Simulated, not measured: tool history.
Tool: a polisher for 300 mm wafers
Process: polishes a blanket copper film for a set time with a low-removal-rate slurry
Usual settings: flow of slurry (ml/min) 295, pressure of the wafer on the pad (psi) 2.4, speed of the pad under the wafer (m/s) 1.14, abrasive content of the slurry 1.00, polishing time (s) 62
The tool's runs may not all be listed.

| run | day | flow of slurry (ml/min) | pressure of the wafer on the pad (psi) | speed of the pad under the wafer (m/s) | abrasive content of the slurry | polishing time (s) | wafers since the last listed run | wafers polished on this pad | hours since the slurry nozzle was cleaned | hours since the head pressure was calibrated | hours since the slurry blender was calibrated | incoming thickness of the incoming film, nm | film removed (Å) |
|---|---|---|---|---|---|---|---|---|---|---|---|---|---|
| 1 | 0.000 | 295 | 2.4 | 1.14 | 1.00 | 62 | 0 | 174 | 319.0 | 197.5 | 189.0 | 1382.1 | 1729 |
|  | 0.129 | slurry nozzle cleaned |
| 2 | 0.421 | 295 | 2.2 | 0.96 | 1.00 | 62 | 58 | 232 | 7.0 | 207.6 | 199.1 | 1398.5 | 1503 |
| 3 | 1.025 | 295 | 2.2 | 0.96 | 1.00 | 62 | 93 | 326 | 21.5 | 222.1 | 213.6 | 1401.6 | 1445 |
| 4 | 1.575 | 295 | 2.2 | 0.96 | 1.00 | 62 | 85 | 411 | 34.7 | 235.3 | 226.8 | 1394.7 | 1469 |
| 5 | 2.133 | 295 | 2.0 | 1.14 | 1.00 | 62 | 86 | 497 | 48.1 | 248.7 | 240.2 | 1386.3 | 1631 |
| 6 | 2.862 | 295 | 1.8 | 1.14 | 1.00 | 62 | 112 | 610 | 65.6 | 266.2 | 257.7 | 1391.5 | 1497 |
| 7 | 3.483 | 295 | 1.8 | 1.14 | 1.00 | 62 | 96 | 706 | 80.5 | 281.1 | 272.6 | 1426.5 | 1468 |
|  | 3.717 | worn pad replaced by a new one |
| 8 | 4.183 | 295 | 2.4 | 1.14 | 1.00 | 62 | 82 | 72 | 97.3 | 297.9 | 289.4 | 1394.0 | 1824 |
| 9 | 4.812 | 370 | 2.4 | 1.14 | 1.15 | 62 | 97 | 169 | 112.4 | 313.0 | 304.5 | 1401.2 | 1941 |
| 10 | 5.254 | 295 | 2.4 | 1.14 | 1.00 | 77 | 68 | 238 | 123.0 | 323.6 | 315.1 | 1382.2 | 2233 |
| 11 | 5.971 | 295 | 2.0 | 1.14 | 0.75 | 62 | 110 | 348 | 140.2 | 340.8 | 332.3 | 1425.2 | 1452 |
| 12 | 6.225 | 295 | 2.4 | 1.14 | 1.00 | 62 | 39 | 388 | 146.3 | 346.9 | 338.4 | 1392.7 | 1784 |
| 13 | 6.542 | 390 | 1.9 | 1.32 | 1.15 | 62 | 48 | 437 | 153.9 | 354.5 | 346.0 | 1398.4 | 1803 |
|  | 6.862 | slurry blender recalibrated |
|  | 7.917 | worn pad replaced by a new one |
| 14 | 8.138 | 295 | 2.1 | 1.14 | 0.85 | 62 | 208 | 34 | 192.2 | 392.8 | 30.6 | 1386.1 | 1621 |
| 15 | 8.467 | 295 | 2.4 | 1.14 | 1.00 | 69 | 50 | 85 | 200.1 | 400.7 | 38.5 | 1407.8 | 2106 |
| 16 | 8.838 | 295 | 2.4 | 1.50 | 0.70 | 62 | 57 | 142 | 209.0 | 409.6 | 47.4 | 1406.2 | 2208 |
| 17 | 9.138 | 295 | 2.4 | 1.50 | 0.70 | 62 | 46 | 188 | 216.2 | 416.8 | 54.6 | 1390.6 | 2228 |
|  | 9.275 | head pressure recalibrated |
| 18 | 9.496 | 295 | 2.4 | 1.14 | 1.10 | 82 | 42 | 231 | 224.8 | 5.3 | 63.2 | 1384.0 | 2513 |
| 19 | 10.058 | 215 | 2.4 | 1.44 | 1.00 | 69 | 87 | 318 | 238.3 | 18.8 | 76.7 | 1379.5 | 2425 |
| 20 | 10.704 | 295 | 3.1 | 0.80 | 1.00 | 62 | 99 | 418 | 253.8 | 34.3 | 92.2 | 1407.5 | 1593 |
| 21 | 11.175 | 295 | 2.2 | 0.96 | 1.00 | 62 | 72 | 491 | 265.1 | 45.6 | 103.5 | 1387.5 | 1415 |
| 22 | 11.650 | 365 | 2.0 | 1.14 | 1.20 | 44 | 73 | 564 | 276.5 | 57.0 | 114.9 | 1391.9 | 1187 |
|  | 12.050 | worn pad replaced by a new one |
|  | 12.175 | slurry nozzle cleaned |
| 23 | 12.371 | 295 | 2.4 | 1.14 | 1.00 | 62 | 79 | 43 | 4.7 | 74.3 | 132.2 | 1421.3 | 1929 |
| 24 | 12.833 | 255 | 3.0 | 1.46 | 1.00 | 62 | 71 | 114 | 15.8 | 85.4 | 143.3 | 1393.0 | 2859 |
| 25 | 13.575 | 295 | 2.4 | 1.14 | 1.00 | 62 | 114 | 229 | 33.6 | 103.2 | 161.1 | 1421.3 | 1889 |
| 26 | 14.288 | 295 | 2.4 | 1.14 | 1.00 | 62 | 110 | 339 | 50.7 | 120.3 | 178.2 | 1425.5 | 1891 |
| 27 | 14.571 | 295 | 2.4 | 1.14 | 1.00 | 62 | 43 | 383 | 57.5 | 127.1 | 185.0 | 1407.5 | 1870 |
| 28 | 14.929 | 295 | 2.4 | 0.74 | 0.75 | 42 | 55 | 438 | 66.1 | 135.7 | 193.6 | 1375.9 | 765 |
| 29 | 15.292 | 240 | 2.1 | 1.14 | 1.00 | 62 | 56 | 495 | 74.8 | 144.4 | 202.3 | 1386.9 | 1668 |

5 ways to go on from here, each from the tool as it stands after run 29. What would each give?
| A | 15.308 | 295 | 2.4 | 1.14 | 1.00 | 62 | 2 | 497 | 75.2 | 144.8 | 202.7 | 1385.3 | ? |
| B | 15.308 | 295 | 2.4 | 0.88 | 1.00 | 62 | 2 | 497 | 75.2 | 144.8 | 202.7 | 1385.3 | ? |
| C | 15.308 | 205 | 2.4 | 0.80 | 1.00 | 62 | 2 | 497 | 75.2 | 144.8 | 202.7 | 1385.3 | ? |
| D | 15.308 | 295 | 1.8 | 0.90 | 1.00 | 62 | 2 | 497 | 75.2 | 144.8 | 202.7 | 1385.3 | ? |
| E | 15.308 | 250 | 2.6 | 1.14 | 0.75 | 62 | 2 | 497 | 75.2 | 144.8 | 202.7 | 1385.3 | ? |

| run | film removed (Å) |
|---|---|
| A | 1877 |
| B | 1449 |
| C | 1253 |
| D | 1188 |
| E | 1817 |
Without the tool's hidden state the same runs would have given:
| run | film removed (Å) |
|---|---|
| A | 1951 |
| B | 1506 |
| C | 1308 |
| D | 1234 |
| E | 1890 |
